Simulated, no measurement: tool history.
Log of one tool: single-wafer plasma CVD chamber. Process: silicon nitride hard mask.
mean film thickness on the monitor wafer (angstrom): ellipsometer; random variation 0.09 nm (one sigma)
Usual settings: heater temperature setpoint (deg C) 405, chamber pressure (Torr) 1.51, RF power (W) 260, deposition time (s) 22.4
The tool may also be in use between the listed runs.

run,hour,heater temperature setpoint (deg C),chamber pressure (Torr),RF power (W),deposition time (s),wafers since the last listed run,hours since the last thermocouple change,hours since the last RF generator calibration,hours since the last manometer calibration,hours since the showerhead was replaced,hours since the gauge calibration,"read-back reference wafer on the same gauge, thickness_nm",mean film thickness on the monitor wafer (angstrom)
1,0.0,405,1.51,260,20.5,0,821.5,1071.3,2370.9,4211.2,772.7,20.504,181.26
# hour 21.6: gauge calibrated
2,39.5,393,1.29,260,22.4,777,861.0,1110.8,2410.4,4250.7,17.9,20.482,189.41
3,48.4,405,1.51,260,22.4,175,869.9,1119.7,2419.3,4259.6,26.8,20.491,196.98
4,64.4,405,1.51,260,22.4,315,885.9,1135.7,2435.3,4275.6,42.8,20.498,197.43
# hour 78.8: thermocouple changed; heater temperature recalibrated
5,79.3,405,1.51,260,22.4,135,0.5,1150.6,2450.2,4290.5,57.7,20.499,197.12
6,85.1,405,1.51,260,24.3,114,6.3,1156.4,2456.0,4296.3,63.5,20.538,213.90
# hour 100.3: capacitance manometer re-zeroed and calibrated
7,100.8,390,1.65,245,19.4,151,22.0,1172.1,0.5,4312.0,79.2,20.491,167.26
8,115.8,409,1.62,260,22.4,295,37.0,1187.1,15.5,4327.0,94.2,20.501,201.21
# hour 156.0: showerhead replaced, of another model than before
9,161.2,413,1.61,260,19.5,736,82.4,1232.5,60.9,5.2,139.6,20.494,178.21
10,172.7,410,1.39,260,22.4,226,93.9,1244.0,72.4,16.7,151.1,20.496,194.12
11,187.8,405,1.51,295,22.4,297,109.0,1259.1,87.5,31.8,166.2,20.514,213.06
12,199.8,415,1.33,260,22.4,236,121.0,1271.1,99.5,43.8,178.2,20.491,189.54
13,215.4,419,1.51,260,22.4,307,136.6,1286.7,115.1,59.4,193.8,20.506,199.29
14,222.6,405,1.24,280,22.4,141,143.8,1293.9,122.3,66.6,201.0,20.533,190.14
15,228.9,405,1.51,260,22.4,124,150.1,1300.2,128.6,72.9,207.3,20.468,199.68
16,244.0,405,1.40,260,22.4,297,165.2,1315.3,143.7,88.0,222.4,20.512,193.67
17,266.2,405,1.51,260,22.4,437,187.4,1337.5,165.9,110.2,244.6,20.501,201.08
18,283.5,399,1.51,260,25.7,340,204.7,1354.8,183.2,127.5,261.9,20.472,230.61
19,296.6,405,1.51,260,25.0,257,217.8,1367.9,196.3,140.6,275.0,20.492,223.47
# hour 313.5: RF generator calibrated
20,314.0,405,1.51,275,24.3,185,235.2,0.5,213.7,158.0,292.4,20.474,229.72
21,337.3,405,1.51,310,18.9,458,258.5,23.8,237.0,181.3,315.7,20.515,190.24
22,346.9,400,1.70,295,18.4,189,268.1,33.4,246.6,190.9,325.3,20.490,189.17
23,358.5,405,1.51,260,23.9,228,279.7,45.0,258.2,202.5,336.9,20.495,221.09
24,368.8,390,1.65,245,19.4,202,290.0,55.3,268.5,212.8,347.2,20.478,181.40
25,386.8,392,1.51,230,24.9,354,308.0,73.3,286.5,230.8,365.2,20.508,217.13
26,402.2,416,1.51,260,26.2,303,323.4,88.7,301.9,246.2,380.6,20.529,240.14
27,413.5,392,1.24,260,25.0,222,334.7,100.0,313.2,257.5,391.9,20.496,210.81
28,449.4,405,1.30,260,22.4,706,370.6,135.9,349.1,293.4,427.8,20.488,193.19
29,460.0,405,1.51,260,22.4,208,381.2,146.5,359.7,304.0,438.4,20.499,204.54
30,468.6,416,1.51,260,26.2,169,389.8,155.1,368.3,312.6,447.0,20.502,239.79

Measured less the same run without the tool's hidden state. The same run-to-run variation is in both; the gauge's scatter may not be:
The hidden state here: wafer temperature above the value expected at the setpoint (K); delivered RF power above the setpoint (%); true pressure above the setpoint (%); gauge reads high (%).
run,mean film thickness on the monitor wafer (angstrom)
1,-8.45
2,-9.13
3,-9.56
4,-9.71
5,-9.81
6,-10.70
7,-8.61
8,-10.31
9,-5.59
10,-6.14
11,-6.55
12,-6.12
13,-6.50
14,-6.20
15,-6.58
16,-6.45
17,-6.80
18,-7.90
19,-7.72
20,-0.03
21,-0.11
22,-0.15
23,-0.24
24,-0.24
25,-0.37
26,-0.48
27,-0.48
28,-0.59
29,-0.68
30,-0.83
